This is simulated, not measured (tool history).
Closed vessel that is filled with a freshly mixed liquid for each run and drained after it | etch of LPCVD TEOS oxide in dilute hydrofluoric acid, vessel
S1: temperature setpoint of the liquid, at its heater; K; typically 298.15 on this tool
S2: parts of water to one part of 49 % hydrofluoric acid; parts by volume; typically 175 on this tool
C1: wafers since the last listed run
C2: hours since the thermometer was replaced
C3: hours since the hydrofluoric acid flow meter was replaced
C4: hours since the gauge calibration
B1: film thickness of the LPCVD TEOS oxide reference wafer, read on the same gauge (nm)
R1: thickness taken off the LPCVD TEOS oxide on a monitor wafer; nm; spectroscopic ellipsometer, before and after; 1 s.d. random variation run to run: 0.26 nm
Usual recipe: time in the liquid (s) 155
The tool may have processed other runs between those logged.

{"run": 1, "hour": 0.0, "S1": 298.15, "S2": 175, "time in the liquid (s)": 155, "C1": 0, "C2": 698.3, "C3": 1446.3, "C4": 1281.2, "B1": 149.96, "R1": 32.75}
{"run": 2, "hour": 64.8, "S1": 298.15, "S2": 175, "time in the liquid (s)": 155, "C1": 7250, "C2": 763.1, "C3": 1511.1, "C4": 1346.0, "B1": 150.03, "R1": 32.44}
{"run": 3, "hour": 118.2, "S1": 296.15, "S2": 175, "time in the liquid (s)": 155, "C1": 5975, "C2": 816.5, "C3": 1564.5, "C4": 1399.4, "B1": 150.0, "R1": 31.11}
{"run": 4, "hour": 169.0, "S1": 296.15, "S2": 175, "time in the liquid (s)": 155, "C1": 5684, "C2": 867.3, "C3": 1615.3, "C4": 1450.2, "B1": 150.01, "R1": 30.62}
{"run": 5, "hour": 197.4, "S1": 296.15, "S2": 175, "time in the liquid (s)": 155, "C1": 3177, "C2": 895.7, "C3": 1643.7, "C4": 1478.6, "B1": 150.01, "R1": 30.6}
{"run": 6, "hour": 267.7, "S1": 298.15, "S2": 150, "time in the liquid (s)": 155, "C1": 7866, "C2": 966.0, "C3": 1714.0, "C4": 1548.9, "B1": 149.97, "R1": 40.33}
{"hour": 294.6, "done": "gauge calibrated"}
{"run": 7, "hour": 332.9, "S1": 298.15, "S2": 150, "time in the liquid (s)": 155, "C1": 7295, "C2": 1031.2, "C3": 1779.2, "C4": 38.3, "B1": 149.96, "R1": 40.69}
{"run": 8, "hour": 371.9, "S1": 298.15, "S2": 150, "time in the liquid (s)": 155, "C1": 4364, "C2": 1070.2, "C3": 1818.2, "C4": 77.3, "B1": 149.98, "R1": 41.25}
{"run": 9, "hour": 404.1, "S1": 298.15, "S2": 175, "time in the liquid (s)": 155, "C1": 3603, "C2": 1102.4, "C3": 1850.4, "C4": 109.5, "B1": 150.01, "R1": 33.82}
{"run": 10, "hour": 436.2, "S1": 298.15, "S2": 175, "time in the liquid (s)": 155, "C1": 3591, "C2": 1134.5, "C3": 1882.5, "C4": 141.6, "B1": 149.97, "R1": 34.37}
{"run": 11, "hour": 469.9, "S1": 298.15, "S2": 175, "time in the liquid (s)": 155, "C1": 3770, "C2": 1168.2, "C3": 1916.2, "C4": 175.3, "B1": 149.99, "R1": 33.66}
{"run": 12, "hour": 532.4, "S1": 298.15, "S2": 175, "time in the liquid (s)": 155, "C1": 6993, "C2": 1230.7, "C3": 1978.7, "C4": 237.8, "B1": 150.0, "R1": 34.48}
{"hour": 575.8, "done": "thermometer replaced"}
{"hour": 610.7, "done": "hydrofluoric acid flow meter replaced"}
{"run": 13, "hour": 674.5, "S1": 298.15, "S2": 175, "time in the liquid (s)": 155, "C1": 15676, "C2": 98.7, "C3": 63.8, "C4": 379.9, "B1": 149.99, "R1": 30.01}
{"run": 14, "hour": 715.7, "S1": 301.15, "S2": 175, "time in the liquid (s)": 205, "C1": 4610, "C2": 139.9, "C3": 105.0, "C4": 421.1, "B1": 150.0, "R1": 44.25}
{"run": 15, "hour": 774.0, "S1": 302.65, "S2": 215, "time in the liquid (s)": 240, "C1": 6523, "C2": 198.2, "C3": 163.3, "C4": 479.4, "B1": 149.97, "R1": 42.58}
{"run": 16, "hour": 805.4, "S1": 300.15, "S2": 235, "time in the liquid (s)": 220, "C1": 3513, "C2": 229.6, "C3": 194.7, "C4": 510.8, "B1": 150.0, "R1": 32.29}
{"run": 17, "hour": 870.0, "S1": 298.15, "S2": 95, "time in the liquid (s)": 65, "C1": 7228, "C2": 294.2, "C3": 259.3, "C4": 575.4, "B1": 150.03, "R1": 26.0}
{"run": 18, "hour": 898.0, "S1": 294.65, "S2": 135, "time in the liquid (s)": 115, "C1": 3133, "C2": 322.2, "C3": 287.3, "C4": 603.4, "B1": 149.96, "R1": 26.87}
{"run": 19, "hour": 966.0, "S1": 296.15, "S2": 175, "time in the liquid (s)": 115, "C1": 7609, "C2": 390.2, "C3": 355.3, "C4": 671.4, "B1": 149.96, "R1": 20.74}
{"run": 20, "hour": 1003.2, "S1": 300.15, "S2": 200, "time in the liquid (s)": 155, "C1": 4162, "C2": 427.4, "C3": 392.5, "C4": 708.6, "B1": 150.03, "R1": 28.22}
{"run": 21, "hour": 1032.4, "S1": 294.15, "S2": 115, "time in the liquid (s)": 245, "C1": 3267, "C2": 456.6, "C3": 421.7, "C4": 737.8, "B1": 150.01, "R1": 68.09}
{"run": 22, "hour": 1087.9, "S1": 298.15, "S2": 175, "time in the liquid (s)": 155, "C1": 6210, "C2": 512.1, "C3": 477.2, "C4": 793.3, "B1": 150.02, "R1": 31.14}
{"run": 23, "hour": 1124.9, "S1": 294.65, "S2": 255, "time in the liquid (s)": 115, "C1": 4140, "C2": 549.1, "C3": 514.2, "C4": 830.3, "B1": 149.95, "R1": 13.0}
{"run": 24, "hour": 1190.5, "S1": 294.15, "S2": 115, "time in the liquid (s)": 245, "C1": 7340, "C2": 614.7, "C3": 579.8, "C4": 895.9, "B1": 150.03, "R1": 68.32}
{"run": 25, "hour": 1384.4, "S1": 302.65, "S2": 215, "time in the liquid (s)": 240, "C1": 21696, "C2": 808.6, "C3": 773.7, "C4": 1089.8, "B1": 150.05, "R1": 45.46}
{"run": 26, "hour": 1453.6, "S1": 302.15, "S2": 175, "time in the liquid (s)": 155, "C1": 7743, "C2": 877.8, "C3": 842.9, "C4": 1159.0, "B1": 149.97, "R1": 37.13}
{"run": 27, "hour": 1489.7, "S1": 298.15, "S2": 175, "time in the liquid (s)": 155, "C1": 4039, "C2": 913.9, "C3": 879.0, "C4": 1195.1, "B1": 149.98, "R1": 32.64}
{"run": 28, "hour": 1517.0, "S1": 298.15, "S2": 175, "time in the liquid (s)": 205, "C1": 3054, "C2": 941.2, "C3": 906.3, "C4": 1222.4, "B1": 150.04, "R1": 42.98}
{"run": 29, "hour": 1555.1, "S1": 298.15, "S2": 175, "time in the liquid (s)": 155, "C1": 4263, "C2": 979.3, "C3": 944.4, "C4": 1260.5, "B1": 149.97, "R1": 32.35}
{"run": 30, "hour": 1608.1, "S1": 300.15, "S2": 150, "time in the liquid (s)": 180, "C1": 5930, "C2": 1032.3, "C3": 997.4, "C4": 1313.5, "B1": 149.97, "R1": 49.4}
{"run": 31, "hour": 1676.3, "S1": 294.65, "S2": 175, "time in the liquid (s)": 155, "C1": 7631, "C2": 1100.5, "C3": 1065.6, "C4": 1381.7, "B1": 149.97, "R1": 28.92}
{"run": 32, "hour": 1735.9, "S1": 298.15, "S2": 175, "time in the liquid (s)": 155, "C1": 6669, "C2": 1160.1, "C3": 1125.2, "C4": 1441.3, "B1": 149.94, "R1": 32.76}

Alternative continuations, all from the tool just after run 32; predict every row:
{"run": "A", "hour": 1736.6, "S1": 298.15, "S2": 145, "time in the liquid (s)": 155, "C1": 78, "C2": 1160.8, "C3": 1125.9, "C4": 1442.0, "B1": "?", "R1": "?"}
{"run": "B", "hour": 1736.6, "S1": 296.65, "S2": 235, "time in the liquid (s)": 155, "C1": 78, "C2": 1160.8, "C3": 1125.9, "C4": 1442.0, "B1": "?", "R1": "?"}
{"run": "C", "hour": 1736.6, "S1": 301.65, "S2": 175, "time in the liquid (s)": 100, "C1": 78, "C2": 1160.8, "C3": 1125.9, "C4": 1442.0, "B1": "?", "R1": "?"}
{"run": "D", "hour": 1736.6, "S1": 298.15, "S2": 240, "time in the liquid (s)": 155, "C1": 78, "C2": 1160.8, "C3": 1125.9, "C4": 1442.0, "B1": "?", "R1": "?"}
{"run": "E", "hour": 1736.6, "S1": 296.65, "S2": 175, "time in the liquid (s)": 155, "C1": 78, "C2": 1160.8, "C3": 1125.9, "C4": 1442.0, "B1": "?", "R1": "?"}

run=A B1=150.07 R1=41.63
run=B B1=150.07 R1=21.98
run=C B1=150.07 R1=24.35
run=D B1=150.07 R1=22.57
run=E B1=150.07 R1=31.50
With no hidden state in the tool, these same runs would have given:
run=A R1=37.17
run=B R1=19.66
run=C R1=21.81
run=D R1=20.21
run=E R1=28.12
